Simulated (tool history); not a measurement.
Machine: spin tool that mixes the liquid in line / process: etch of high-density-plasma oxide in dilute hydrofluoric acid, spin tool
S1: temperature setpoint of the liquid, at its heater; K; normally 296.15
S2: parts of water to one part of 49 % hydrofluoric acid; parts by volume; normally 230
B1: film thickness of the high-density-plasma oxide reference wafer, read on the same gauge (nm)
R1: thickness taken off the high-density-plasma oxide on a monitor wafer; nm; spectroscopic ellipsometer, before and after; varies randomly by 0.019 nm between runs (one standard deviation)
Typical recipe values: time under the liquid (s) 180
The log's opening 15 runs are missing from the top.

run 16 hour=394.1 | S1=296.15 S2=230 time_under_the_liquid_(s)=100 | B1=90.030 | R1=1.984
-- hour=408.2 thermometer replaced
-- hour=418.2 hydrofluoric acid flow meter replaced
run 17 hour=418.6 | S1=294.15 S2=230 time_under_the_liquid_(s)=135 | B1=90.010 | R1=2.217
run 18 hour=442.0 | S1=296.15 S2=230 time_under_the_liquid_(s)=180 | B1=89.989 | R1=3.210
run 19 hour=454.7 | S1=291.65 S2=285 time_under_the_liquid_(s)=75 | B1=90.032 | R1=0.868
run 20 hour=471.5 | S1=296.15 S2=155 time_under_the_liquid_(s)=180 | B1=90.003 | R1=5.142
run 21 hour=484.4 | S1=297.65 S2=305 time_under_the_liquid_(s)=85 | B1=89.955 | R1=1.109
run 22 hour=512.1 | S1=293.15 S2=170 time_under_the_liquid_(s)=250 | B1=90.027 | R1=5.783
run 23 hour=534.5 | S1=296.15 S2=200 time_under_the_liquid_(s)=180 | B1=89.999 | R1=3.829
run 24 hour=549.6 | S1=296.15 S2=230 time_under_the_liquid_(s)=180 | B1=90.011 | R1=3.208
run 25 hour=566.1 | S1=297.65 S2=310 time_under_the_liquid_(s)=90 | B1=90.025 | R1=1.158
run 26 hour=578.6 | S1=296.15 S2=230 time_under_the_liquid_(s)=180 | B1=90.016 | R1=3.230
run 27 hour=598.4 | S1=296.15 S2=230 time_under_the_liquid_(s)=180 | B1=90.014 | R1=3.228
run 28 hour=627.5 | S1=300.15 S2=135 time_under_the_liquid_(s)=250 | B1=89.983 | R1=9.785
run 29 hour=649.2 | S1=298.65 S2=260 time_under_the_liquid_(s)=265 | B1=89.982 | R1=4.450
run 30 hour=676.6 | S1=294.65 S2=275 time_under_the_liquid_(s)=180 | B1=90.004 | R1=2.469
run 31 hour=701.6 | S1=296.15 S2=265 time_under_the_liquid_(s)=180 | B1=89.983 | R1=2.701

What if the next run were any one of these 5? Each begins from the tool's condition after run 31:
run A hour=702.1 | S1=296.15 S2=230 time_under_the_liquid_(s)=180 | B1=? | R1=?
run B hour=702.1 | S1=292.65 S2=230 time_under_the_liquid_(s)=180 | B1=? | R1=?
run C hour=702.1 | S1=296.15 S2=150 time_under_the_liquid_(s)=100 | B1=? | R1=?
run D hour=702.1 | S1=296.15 S2=330 time_under_the_liquid_(s)=180 | B1=? | R1=?
run E hour=702.1 | S1=291.65 S2=230 time_under_the_liquid_(s)=70 | B1=? | R1=?

run=A B1=89.965 R1=3.231
run=B B1=89.965 R1=2.836
run=C B1=89.965 R1=3.000
run=D B1=89.965 R1=2.041
run=E B1=89.965 R1=1.062
Take away the tool's hidden state, keep each run's random variation, and the runs would have read:
run=A R1=3.176
run=B R1=2.786
run=C R1=2.946
run=D R1=2.009
run=E R1=1.043

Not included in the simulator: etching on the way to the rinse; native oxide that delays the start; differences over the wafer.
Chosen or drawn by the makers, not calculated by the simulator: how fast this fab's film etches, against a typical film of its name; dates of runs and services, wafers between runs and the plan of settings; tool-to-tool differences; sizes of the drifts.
